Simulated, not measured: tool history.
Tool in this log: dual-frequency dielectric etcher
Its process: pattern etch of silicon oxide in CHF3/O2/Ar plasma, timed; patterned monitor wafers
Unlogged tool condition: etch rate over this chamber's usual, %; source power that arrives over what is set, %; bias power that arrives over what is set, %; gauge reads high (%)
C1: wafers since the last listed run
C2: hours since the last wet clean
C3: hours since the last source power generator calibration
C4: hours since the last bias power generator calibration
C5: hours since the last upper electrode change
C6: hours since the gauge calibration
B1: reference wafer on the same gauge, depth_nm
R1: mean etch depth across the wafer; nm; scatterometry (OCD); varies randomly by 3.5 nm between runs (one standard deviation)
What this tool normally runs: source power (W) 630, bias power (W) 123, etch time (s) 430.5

run 1 hour=0 | source_power_(W)=630 bias_power_(W)=123 etch_time_(s)=430.5 | C1=0 C2=361.8 C3=3676 C4=1295.4 C5=1911.9 C6=2637.4 | B1=849.2 | R1=733.8
run 2 hour=93.7 | source_power_(W)=630 bias_power_(W)=123 etch_time_(s)=430.5 | C1=344 C2=455.5 C3=3769.7 C4=1389.1 C5=2005.6 C6=2731.1 | B1=848.5 | R1=737.5
-- hour=353.7 wet clean of the chamber
run 3 hour=354.2 | source_power_(W)=630 bias_power_(W)=123 etch_time_(s)=430.5 | C1=869 C2=0.5 C3=4030.2 C4=1649.6 C5=2266.1 C6=2991.6 | B1=849 | R1=768.4
run 4 hour=394.6 | source_power_(W)=630 bias_power_(W)=123 etch_time_(s)=430.5 | C1=148 C2=40.9 C3=4070.6 C4=1690 C5=2306.5 C6=3032 | B1=847.2 | R1=757.9
run 5 hour=489.3 | source_power_(W)=630 bias_power_(W)=123 etch_time_(s)=430.5 | C1=348 C2=135.6 C3=4165.3 C4=1784.7 C5=2401.2 C6=3126.7 | B1=849.1 | R1=761.1
run 6 hour=581.7 | source_power_(W)=630 bias_power_(W)=123 etch_time_(s)=507 | C1=339 C2=228 C3=4257.7 C4=1877.1 C5=2493.6 C6=3219.1 | B1=848.2 | R1=902.3
-- hour=664.9 source power generator calibrated
run 7 hour=679.7 | source_power_(W)=630 bias_power_(W)=123 etch_time_(s)=507 | C1=345 C2=326 C3=14.8 C4=1975.1 C5=2591.6 C6=3317.1 | B1=848.5 | R1=907.3
run 8 hour=763.1 | source_power_(W)=630 bias_power_(W)=101 etch_time_(s)=430.5 | C1=306 C2=409.4 C3=98.2 C4=2058.5 C5=2675 C6=3400.5 | B1=847.1 | R1=744.3
-- hour=854.6 upper electrode replaced
-- hour=941.5 wet clean of the chamber, repeated, since the last time left the tool worse
run 9 hour=1075.9 | source_power_(W)=630 bias_power_(W)=101 etch_time_(s)=430.5 | C1=973 C2=134.4 C3=411 C4=2371.3 C5=221.3 C6=3713.3 | B1=848 | R1=711
run 10 hour=1166.7 | source_power_(W)=630 bias_power_(W)=123 etch_time_(s)=430.5 | C1=333 C2=225.2 C3=501.8 C4=2462.1 C5=312.1 C6=3804.1 | B1=848.3 | R1=722.6
run 11 hour=1255.5 | source_power_(W)=630 bias_power_(W)=123 etch_time_(s)=430.5 | C1=326 C2=314 C3=590.6 C4=2550.9 C5=400.9 C6=3892.9 | B1=845.7 | R1=741.2
run 12 hour=1551.5 | source_power_(W)=630 bias_power_(W)=123 etch_time_(s)=430.5 | C1=1088 C2=610 C3=886.6 C4=2846.9 C5=696.9 C6=4188.9 | B1=849.1 | R1=735.1
run 13 hour=1596.5 | source_power_(W)=630 bias_power_(W)=123 etch_time_(s)=305.5 | C1=165 C2=655 C3=931.6 C4=2891.9 C5=741.9 C6=4233.9 | B1=847.7 | R1=528.1
-- hour=1608.8 bias power generator calibrated
-- hour=1700.8 wet clean of the chamber
run 14 hour=1701.3 | source_power_(W)=730 bias_power_(W)=123 etch_time_(s)=430.5 | C1=282 C2=0.5 C3=1036.4 C4=92.5 C5=846.7 C6=4338.7 | B1=848.8 | R1=764.7
run 15 hour=1723.3 | source_power_(W)=720 bias_power_(W)=147 etch_time_(s)=383 | C1=80 C2=22.5 C3=1058.4 C4=114.5 C5=868.7 C6=4360.7 | B1=849 | R1=694
run 16 hour=1794.6 | source_power_(W)=630 bias_power_(W)=123 etch_time_(s)=430.5 | C1=262 C2=93.8 C3=1129.7 C4=185.8 C5=940 C6=4432 | B1=847.9 | R1=729
run 17 hour=1884.8 | source_power_(W)=670 bias_power_(W)=123 etch_time_(s)=544 | C1=331 C2=184 C3=1219.9 C4=276 C5=1030.2 C6=4522.2 | B1=848.3 | R1=932.5
run 18 hour=1927.4 | source_power_(W)=710 bias_power_(W)=145 etch_time_(s)=430.5 | C1=156 C2=226.6 C3=1262.5 C4=318.6 C5=1072.8 C6=4564.8 | B1=847.5 | R1=777.9
run 19 hour=1991 | source_power_(W)=720 bias_power_(W)=147 etch_time_(s)=314 | C1=233 C2=290.2 C3=1326.1 C4=382.2 C5=1136.4 C6=4628.4 | B1=849.3 | R1=573.6
run 20 hour=2070 | source_power_(W)=760 bias_power_(W)=137 etch_time_(s)=480 | C1=290 C2=369.2 C3=1405.1 C4=461.2 C5=1215.4 C6=4707.4 | B1=847.9 | R1=888.9

Predict the results of run 21:
run 21 hour=2141.9 | source_power_(W)=730 bias_power_(W)=138 etch_time_(s)=398 | C1=264 C2=441.1 C3=1477 C4=533.1 C5=1287.3 C6=4779.3 | B1=? | R1=?

B1: 847.8
R1: 726.8 nm
If the tool had no hidden condition, the same run with the same run-to-run variation would have returned R1 716.9 nm.
